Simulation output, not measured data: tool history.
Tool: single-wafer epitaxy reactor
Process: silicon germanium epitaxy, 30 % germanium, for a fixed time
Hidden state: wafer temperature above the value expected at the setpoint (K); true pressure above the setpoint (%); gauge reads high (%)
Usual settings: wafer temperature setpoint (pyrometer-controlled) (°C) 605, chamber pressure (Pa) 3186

run	day	wafer temperature setpoint (pyrometer-controlled) (°C)	chamber pressure (Pa)	wafers since the last listed run	hours since the last pyrometer calibration	hours since the last manometer calibration	hours since the showerhead was replaced	hours since the gauge calibration	read-back reference wafer on the same gauge, thickness_nm	mean film thickness on the monitor wafer (angstrom)
1	0	605	3186	0	1286	1767.9	4833.8	180.8	61.092	681.93
2	1.338	605	3186	499	1318.1	1800	4865.9	212.9	61.116	680.14
3	1.875	605	3186	200	1331	1812.9	4878.8	225.8	61.092	683.08
4	3.042	605	3186	435	1359	1840.9	4906.8	253.8	61.112	681.57
5	3.671	605	3186	234	1374.1	1856	4921.9	268.9	61.146	681.79
6	4.271	605	3186	224	1388.5	1870.4	4936.3	283.3	61.079	680.68
7	4.829	605	3186	208	1401.9	1883.8	4949.7	296.7	61.098	682.11
8	5.983	605	3720	431	1429.6	1911.5	4977.4	324.4	61.103	706.01
9	8.679	605	3720	1006	1494.3	1976.2	5042.1	389.1	61.118	706.32
# day 8.683: gauge calibrated
# day 9.421: capacitance manometer re-zeroed and calibrated
10	9.517	605	3720	188	1514.4	2.3	5062.2	20	61.103	692.31
11	10.308	605	3186	295	1533.4	21.3	5081.2	39	61.092	667.31
12	11.483	592	2733	438	1561.6	49.5	5109.4	67.2	61.081	524.41
13	12.733	614	3186	466	1591.6	79.5	5139.4	97.2	61.117	772.15
14	13.396	605	3186	247	1607.5	95.4	5155.3	113.1	61.076	668.03
15	14.067	595	2693	250	1623.6	111.5	5171.4	129.2	61.114	547.89
16	14.854	612	2986	294	1642.5	130.4	5190.3	148.1	61.089	737.11
17	16.262	594	3186	525	1676.3	164.2	5224.1	181.9	61.105	558.5
# day 16.75: pyrometer calibrated
# day 17.642: showerhead replaced
18	17.738	591	3920	301	23.7	199.6	2.3	217.3	61.104	593.74
19	18.438	590	3186	261	40.5	216.4	19.1	234.1	61.1	554.96
20	19.071	605	3186	236	55.7	231.6	34.3	249.3	61.086	707.15
21	19.792	594	3186	269	73	248.9	51.6	266.6	61.098	590.9
22	21.283	609	2880	557	108.8	284.7	87.4	302.4	61.136	732.55
23	22.35	596	3186	398	134.4	310.3	113	328	61.092	607.75

How the hidden state differs across the entries between the runs, from the last listed run before each to the first after it:
Between runs 9 and 10: gauge calibrated (day 8.683); capacitance manometer re-zeroed and calibrated (day 9.421)
  wafer temperature above the value expected at the setpoint (K): -3.88 -> -3.89; true pressure above the setpoint (%): 8.86 -> -0.337
  measured less the result without the state, mean film thickness on the monitor wafer (angstrom): -31.11 -> -44.83
Between runs 17 and 18: pyrometer calibrated (day 16.75); showerhead replaced (day 17.642)
  wafer temperature above the value expected at the setpoint (K): -3.96 -> -0.365; true pressure above the setpoint (%): 0.405 -> 0.567
  measured less the result without the state, mean film thickness on the monitor wafer (angstrom): -36.74 -> -2.83
